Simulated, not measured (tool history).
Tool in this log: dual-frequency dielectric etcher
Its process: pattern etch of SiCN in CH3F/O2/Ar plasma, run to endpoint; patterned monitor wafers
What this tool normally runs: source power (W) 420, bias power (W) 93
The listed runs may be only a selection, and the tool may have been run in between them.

run,hour,source power (W),bias power (W),wafers since the last listed run,hours since the last wet clean,hours since the last source power generator calibration,hours since the last bias power generator calibration,hours since the last upper electrode change,"incoming incoming film thickness, nm",endpoint time (s)
1,0,420,93,0,121.8,1801,2075.1,3300.2,9.45,23.9
2,78,420,93,1097,199.8,1879,2153.1,3378.2,9.33,23.5
3,148.4,420,93,990,270.2,1949.4,2223.5,3448.6,9.35,24.2
4,202.8,380,93,765,324.6,2003.8,2277.9,3503,9.3,25
# hour 232.1: wet clean of the chamber
5,247.2,420,110,286,15.1,2048.2,2322.3,3547.4,9.42,22.3
6,306.8,420,110,838,74.7,2107.8,2381.9,3607,9.36,22
7,375.7,420,110,969,143.6,2176.7,2450.8,3675.9,9.31,22.3
8,414.5,350,93,545,182.4,2215.5,2489.6,3714.7,9.29,25.1
9,462.6,350,93,676,230.5,2263.6,2537.7,3762.8,9.29,25.1
10,517.4,440,93,770,285.3,2318.4,2592.5,3817.6,9.36,23.7
# hour 604.2: bias power generator calibrated
# hour 632.2: wet clean of the chamber
11,632.7,440,93,1227,0.5,2433.7,28.5,3932.9,9.34,22.9
12,659.3,420,93,374,27.1,2460.3,55.1,3959.5,9.42,23.3
13,748.4,420,93,1253,116.2,2549.4,144.2,4048.6,9.32,23.3
14,837.6,400,93,1254,205.4,2638.6,233.4,4137.8,9.29,23.8
15,929.7,450,106,1295,297.5,2730.7,325.5,4229.9,9.27,22
16,998.3,420,93,964,366.1,2799.3,394.1,4298.5,9.28,24
# hour 1030.7: wet clean of the chamber
17,1035.9,420,72,191,5.2,2836.9,431.7,4336.1,9.32,24.8
18,1120.5,420,73,1189,89.8,2921.5,516.3,4420.7,9.29,25.1
# hour 1147.1: upper electrode replaced, of another model than before
19,1200.7,420,93,790,170,3001.7,596.5,53.6,9.33,23.7
# hour 1228.5: source power generator calibrated
20,1282.4,350,112,1092,251.7,53.9,678.2,135.3,9.36,24.6
21,1373,510,77,1274,342.3,144.5,768.8,225.9,9.33,22.7
22,1443,390,104,984,412.3,214.5,838.8,295.9,9.32,24
# hour 1488.9: wet clean of the chamber
23,1498.9,420,99,448,10,270.4,894.7,351.8,9.28,23
24,1571.4,460,102,1019,82.5,342.9,967.2,424.3,9.28,21.7
25,1640.4,370,72,970,151.5,411.9,1036.2,493.3,9.35,26.6
26,1734.9,420,93,1329,246,506.4,1130.7,587.8,9.18,23.4

Run 27 is up next; what results do you expect?
27,1787.7,480,93,742,298.8,559.2,1183.5,640.6,9.32,?

endpoint time (s): 22.2
Were there no unlogged condition in the tool, this run, its random variation unchanged, would have produced endpoint time (s) 21.4.

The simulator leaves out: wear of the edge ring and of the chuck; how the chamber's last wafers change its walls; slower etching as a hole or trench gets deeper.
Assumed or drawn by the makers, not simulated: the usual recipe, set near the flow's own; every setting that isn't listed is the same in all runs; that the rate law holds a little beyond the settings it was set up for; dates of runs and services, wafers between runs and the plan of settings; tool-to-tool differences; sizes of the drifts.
